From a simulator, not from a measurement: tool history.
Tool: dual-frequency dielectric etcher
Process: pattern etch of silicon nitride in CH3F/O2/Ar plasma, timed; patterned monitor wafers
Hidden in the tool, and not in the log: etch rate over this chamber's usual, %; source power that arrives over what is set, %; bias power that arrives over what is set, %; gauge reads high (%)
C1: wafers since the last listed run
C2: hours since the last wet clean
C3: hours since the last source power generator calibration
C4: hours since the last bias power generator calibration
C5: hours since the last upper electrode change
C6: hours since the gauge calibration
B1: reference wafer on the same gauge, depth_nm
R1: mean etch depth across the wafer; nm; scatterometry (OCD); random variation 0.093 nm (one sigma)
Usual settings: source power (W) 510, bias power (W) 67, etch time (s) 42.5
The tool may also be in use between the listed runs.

{"run": 1, "hour": 0.0, "source power (W)": 510, "bias power (W)": 67, "etch time (s)": 42.5, "C1": 0, "C2": 289.6, "C3": 2219.9, "C4": 2392.3, "C5": 1550.5, "C6": 556.1, "B1": 33.18, "R1": 31.31}
{"run": 2, "hour": 57.2, "source power (W)": 510, "bias power (W)": 67, "etch time (s)": 42.5, "C1": 697, "C2": 346.8, "C3": 2277.1, "C4": 2449.5, "C5": 1607.7, "C6": 613.3, "B1": 33.19, "R1": 31.4}
{"hour": 165.5, "done": "wet clean of the chamber"}
{"run": 3, "hour": 166.0, "source power (W)": 510, "bias power (W)": 67, "etch time (s)": 42.5, "C1": 1034, "C2": 0.5, "C3": 2385.9, "C4": 2558.3, "C5": 1716.5, "C6": 722.1, "B1": 33.2, "R1": 31.0}
{"run": 4, "hour": 243.6, "source power (W)": 510, "bias power (W)": 79, "etch time (s)": 42.5, "C1": 946, "C2": 78.1, "C3": 2463.5, "C4": 2635.9, "C5": 1794.1, "C6": 799.7, "B1": 33.2, "R1": 32.75}
{"run": 5, "hour": 332.5, "source power (W)": 510, "bias power (W)": 67, "etch time (s)": 50.5, "C1": 1084, "C2": 167.0, "C3": 2552.4, "C4": 2724.8, "C5": 1883.0, "C6": 888.6, "B1": 33.22, "R1": 37.09}
{"run": 6, "hour": 404.9, "source power (W)": 510, "bias power (W)": 67, "etch time (s)": 50.5, "C1": 883, "C2": 239.4, "C3": 2624.8, "C4": 2797.2, "C5": 1955.4, "C6": 961.0, "B1": 33.17, "R1": 37.29}
{"run": 7, "hour": 492.6, "source power (W)": 510, "bias power (W)": 67, "etch time (s)": 42.5, "C1": 1069, "C2": 327.1, "C3": 2712.5, "C4": 2884.9, "C5": 2043.1, "C6": 1048.7, "B1": 33.2, "R1": 31.52}
{"hour": 549.8, "done": "upper electrode replaced"}
{"hour": 574.7, "done": "wet clean of the chamber"}
{"run": 8, "hour": 588.0, "source power (W)": 570, "bias power (W)": 76, "etch time (s)": 49.5, "C1": 578, "C2": 13.3, "C3": 2807.9, "C4": 2980.3, "C5": 38.2, "C6": 1144.1, "B1": 33.22, "R1": 38.85}
{"hour": 649.9, "done": "gauge calibrated"}
{"run": 9, "hour": 695.8, "source power (W)": 610, "bias power (W)": 52, "etch time (s)": 48.5, "C1": 1315, "C2": 121.1, "C3": 2915.7, "C4": 3088.1, "C5": 146.0, "C6": 45.9, "B1": 33.24, "R1": 35.22}
{"hour": 742.7, "done": "source power generator calibrated"}
{"run": 10, "hour": 757.9, "source power (W)": 470, "bias power (W)": 58, "etch time (s)": 32.5, "C1": 708, "C2": 183.2, "C3": 15.2, "C4": 3150.2, "C5": 208.1, "C6": 108.0, "B1": 33.21, "R1": 22.12}
{"hour": 813.6, "done": "bias power generator calibrated"}
{"run": 11, "hour": 820.7, "source power (W)": 460, "bias power (W)": 72, "etch time (s)": 32.5, "C1": 717, "C2": 246.0, "C3": 78.0, "C4": 7.1, "C5": 270.9, "C6": 170.8, "B1": 33.2, "R1": 23.64}
{"run": 12, "hour": 921.0, "source power (W)": 510, "bias power (W)": 67, "etch time (s)": 42.5, "C1": 1223, "C2": 346.3, "C3": 178.3, "C4": 107.4, "C5": 371.2, "C6": 271.1, "B1": 33.2, "R1": 31.34}
{"hour": 1011.2, "done": "wet clean of the chamber"}
{"run": 13, "hour": 1011.7, "source power (W)": 470, "bias power (W)": 55, "etch time (s)": 36.0, "C1": 813, "C2": 0.5, "C3": 269.0, "C4": 198.1, "C5": 461.9, "C6": 361.8, "B1": 33.19, "R1": 23.91}
{"run": 14, "hour": 1077.4, "source power (W)": 420, "bias power (W)": 74, "etch time (s)": 53.0, "C1": 801, "C2": 66.2, "C3": 334.7, "C4": 263.8, "C5": 527.6, "C6": 427.5, "B1": 33.21, "R1": 37.36}

Forecast each of these 3 alternatives for the next run:
{"run": "A", "hour": 1077.8, "source power (W)": 510, "bias power (W)": 67, "etch time (s)": 37.5, "C1": 4, "C2": 66.6, "C3": 335.1, "C4": 264.2, "C5": 528.0, "C6": 427.9, "B1": "?", "R1": "?"}
{"run": "B", "hour": 1077.8, "source power (W)": 380, "bias power (W)": 67, "etch time (s)": 30.0, "C1": 4, "C2": 66.6, "C3": 335.1, "C4": 264.2, "C5": 528.0, "C6": 427.9, "B1": "?", "R1": "?"}
{"run": "C", "hour": 1077.8, "source power (W)": 510, "bias power (W)": 52, "etch time (s)": 42.5, "C1": 4, "C2": 66.6, "C3": 335.1, "C4": 264.2, "C5": 528.0, "C6": 427.9, "B1": "?", "R1": "?"}

run=A B1=33.19 R1=27.39
run=B B1=33.19 R1=19.78
run=C B1=33.19 R1=28.75
Without the tool's hidden state the same runs would have given:
run=A R1=27.27
run=B R1=19.69
run=C R1=28.63

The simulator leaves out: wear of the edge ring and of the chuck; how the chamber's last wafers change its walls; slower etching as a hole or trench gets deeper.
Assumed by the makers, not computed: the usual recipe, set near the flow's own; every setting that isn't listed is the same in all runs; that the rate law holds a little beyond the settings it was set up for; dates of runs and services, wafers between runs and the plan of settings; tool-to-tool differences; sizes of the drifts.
